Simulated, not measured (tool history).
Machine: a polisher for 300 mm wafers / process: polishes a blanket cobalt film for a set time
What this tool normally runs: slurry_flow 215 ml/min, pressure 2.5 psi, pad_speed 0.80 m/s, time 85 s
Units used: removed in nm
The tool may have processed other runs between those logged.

run,hour,slurry_flow,pressure,pad_speed,time,wafers since the last listed run,wafers polished on this pad,hours since the slurry nozzle was cleaned,hours since the head pressure was calibrated,"incoming thickness of the incoming film, nm",removed
1,0.0,215,2.2,0.88,85,0,860,375.8,746.1,1476.5,421.3
# hour 28.0: worn pad replaced by a new one
2,28.5,215,2.2,0.88,85,188,4,404.3,774.6,1455.2,451.4
3,37.4,215,2.2,0.88,85,68,72,413.2,783.5,1472.8,445.7
4,44.0,215,2.5,0.80,104,50,123,419.8,790.1,1458.9,540.1
5,61.6,215,2.5,0.80,104,135,258,437.4,807.7,1437.3,527.7
6,77.1,215,2.5,0.80,104,119,378,452.9,823.2,1473.0,528.1
7,91.8,215,2.5,0.80,85,113,491,467.6,837.9,1461.4,431.1
8,107.9,245,2.5,0.80,85,123,615,483.7,854.0,1466.5,429.7
9,125.0,245,2.5,0.80,85,131,747,500.8,871.1,1462.2,424.6
10,132.2,245,2.5,0.80,85,55,802,508.0,878.3,1443.2,418.9
11,153.8,200,2.5,0.80,95,166,968,529.6,899.9,1465.0,445.4
12,160.4,200,2.5,0.80,95,50,1019,536.2,906.5,1475.9,436.3
13,169.9,200,2.5,0.80,95,73,1092,545.7,916.0,1480.2,438.7
14,178.4,215,2.5,0.80,85,65,1158,554.2,924.5,1450.0,389.7
# hour 189.5: worn pad replaced by a new one
15,191.9,215,2.5,0.80,85,73,18,567.7,938.0,1450.0,429.1
16,208.1,215,2.5,0.80,85,124,143,583.9,954.2,1471.6,425.1
# hour 210.8: slurry nozzle cleaned
17,218.7,185,2.2,0.60,85,73,217,7.9,964.8,1453.0,318.3
18,230.4,215,3.2,0.96,100,90,307,19.6,976.5,1460.2,750.0
19,244.6,215,2.5,0.80,104,109,416,33.8,990.7,1459.5,556.7
20,250.9,215,2.5,0.80,85,48,465,40.1,997.0,1491.8,448.9
21,262.5,175,1.9,0.80,85,89,554,51.7,1008.6,1469.7,367.0
22,275.2,215,2.5,0.80,85,97,652,64.4,1021.3,1464.6,440.7
23,290.3,195,3.3,0.94,71,116,768,79.5,1036.4,1475.2,508.6
# hour 297.4: head pressure recalibrated
24,299.9,215,3.2,0.66,101,58,827,89.1,2.5,1468.6,504.9
25,307.1,215,2.9,0.80,85,55,882,96.3,9.7,1453.4,474.1
26,322.5,215,2.5,0.80,85,118,1001,111.7,25.1,1459.4,425.1
27,340.5,215,2.8,0.80,113,138,1139,129.7,43.1,1487.2,607.7
28,356.2,215,2.5,0.80,85,120,1260,145.4,58.8,1478.7,415.4
# hour 360.8: worn pad replaced by a new one
29,372.4,215,3.2,0.80,70,93,89,161.6,75.0,1450.7,436.3
30,414.3,185,2.8,1.08,94,322,411,203.5,116.9,1472.7,680.0
31,431.7,185,2.5,1.04,75,133,545,220.9,134.3,1466.6,478.4
32,446.4,215,2.5,0.80,85,113,658,235.6,149.0,1455.7,437.5

For each entry between runs, how does the tool's hidden state at the last listed run before it compare with that at the first listed run after it?
In the gap between runs 1 and 2: worn pad replaced by a new one (hour 28.0)
  removal rate lost through wear of the pad, %: 6.78 -> 0.142; slurry flow missing at the pad, %: 27.7 -> 29.4
  difference, measured minus the result without the unlogged condition, removed: -55.3 -> -27.6 nm
In the gap between runs 14 and 15: worn pad replaced by a new one (hour 189.5)
  removal rate lost through wear of the pad, %: 9.06 -> 0.2; slurry flow missing at the pad, %: 38.5 -> 39.3
  difference, measured minus the result without the unlogged condition, removed: -78.3 -> -42.0 nm
In the gap between runs 16 and 17: slurry nozzle cleaned (hour 210.8)
  removal rate lost through wear of the pad, %: 1.16 -> 1.79; slurry flow missing at the pad, %: 40.2 -> 4.57
  difference, measured minus the result without the unlogged condition, removed: -48.0 -> -8.3 nm
In the gap between runs 23 and 24: head pressure recalibrated (hour 297.4)
  removal rate lost through wear of the pad, %: 6.05 -> 6.63; slurry flow missing at the pad, %: 8.88 -> 9.46
  difference, measured minus the result without the unlogged condition, removed: -40.8 -> -43.5 nm
In the gap between runs 28 and 29: worn pad replaced by a new one (hour 360.8)
  removal rate lost through wear of the pad, %: 9.97 -> 1.75; slurry flow missing at the pad, %: 12.9 -> 13.8
  difference, measured minus the result without the unlogged condition, removed: -55.4 -> -17.6 nm
